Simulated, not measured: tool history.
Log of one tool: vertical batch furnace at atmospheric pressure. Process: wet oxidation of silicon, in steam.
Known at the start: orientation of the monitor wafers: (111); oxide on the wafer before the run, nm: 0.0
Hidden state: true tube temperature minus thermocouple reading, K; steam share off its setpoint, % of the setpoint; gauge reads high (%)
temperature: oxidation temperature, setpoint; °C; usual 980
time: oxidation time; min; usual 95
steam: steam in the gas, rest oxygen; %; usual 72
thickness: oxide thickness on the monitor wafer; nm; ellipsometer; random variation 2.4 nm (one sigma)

run,hour,temperature,time,steam,wafers since the last listed run,hours since the last temperature calibration,hours since the steam generator was serviced,hours since the gauge calibration,"read-back reference wafer on the same gauge, thickness",thickness
1,0,980,95,80,0,3968.7,2482.3,75.1,512.85,476.73
2,25,980,95,80,346,3993.7,2507.3,100.1,512.11,487.08
3,34.7,980,95,80,134,4003.4,2517,109.8,512.2,486.32
4,56.9,980,95,72,307,4025.6,2539.2,132,513.47,451.49
5,83.1,980,95,72,362,4051.8,2565.4,158.2,512.47,446.91
6,102.8,987,79.5,72,272,4071.5,2585.1,177.9,511.47,421.33
7,129.1,980,95,72,364,4097.8,2611.4,204.2,513.16,455.09
8,150.5,980,119.5,72,296,4119.2,2632.8,225.6,512.15,520.53
9,165,980,119.5,72,200,4133.7,2647.3,240.1,512.46,521.41
10,180.5,980,95,72,214,4149.2,2662.8,255.6,511.7,450.44
11,200,980,95,72,269,4168.7,2682.3,275.1,512.56,452.83
12,210.8,980,95,72,149,4179.5,2693.1,285.9,510.88,454.28
13,236.4,980,95,72,354,4205.1,2718.7,311.5,511.67,451.54
# hour 239.1: gauge calibrated
# hour 262.4: thermocouples replaced and temperature profile calibrated
14,262.9,962,49.5,83,34,0.5,2745.2,23.8,511.71,282.91
15,269.3,966,52.5,64,88,6.9,2751.6,30.2,512.27,256.18
16,285.8,971,73.5,81,228,23.4,2768.1,46.7,511.08,387.5
# hour 312.4: steam generator serviced
17,312.9,980,95,69,42,50.5,0.5,73.8,511.36,437.92
18,322.1,960,139.5,61,127,59.7,9.7,83,511.49,458.85
19,345.6,980,95,72,325,83.2,33.2,106.5,511.78,448.29
20,358.1,998,140,66,173,95.7,45.7,119,512.46,599.77
21,372.7,987,49,79,202,110.3,60.3,133.6,512.63,329.14
22,390.5,980,95,72,246,128.1,78.1,151.4,512.11,454.03
23,415.3,980,95,72,343,152.9,102.9,176.2,511.84,449.08
24,437.8,965,95,62,311,175.4,125.4,198.7,512.32,373.16

5 ways to go on from here, each from the tool as it stands after run 24. What would each give?
A,444.3,980,95,72,89,181.9,131.9,205.2,?,?
B,444.3,1002,95,81,89,181.9,131.9,205.2,?,?
C,444.3,956,95,72,89,181.9,131.9,205.2,?,?
D,444.3,990,129,77,89,181.9,131.9,205.2,?,?
E,444.3,973,116,72,89,181.9,131.9,205.2,?,?

run,"read-back reference wafer on the same gauge, thickness",thickness
A,512.25,452.47
B,512.25,549.89
C,512.25,386.69
D,512.25,602.04
E,512.25,492.02
Without the tool's hidden state the same runs would have given:
run,thickness
A,452.47
B,549.89
C,386.69
D,602.04
E,492.02
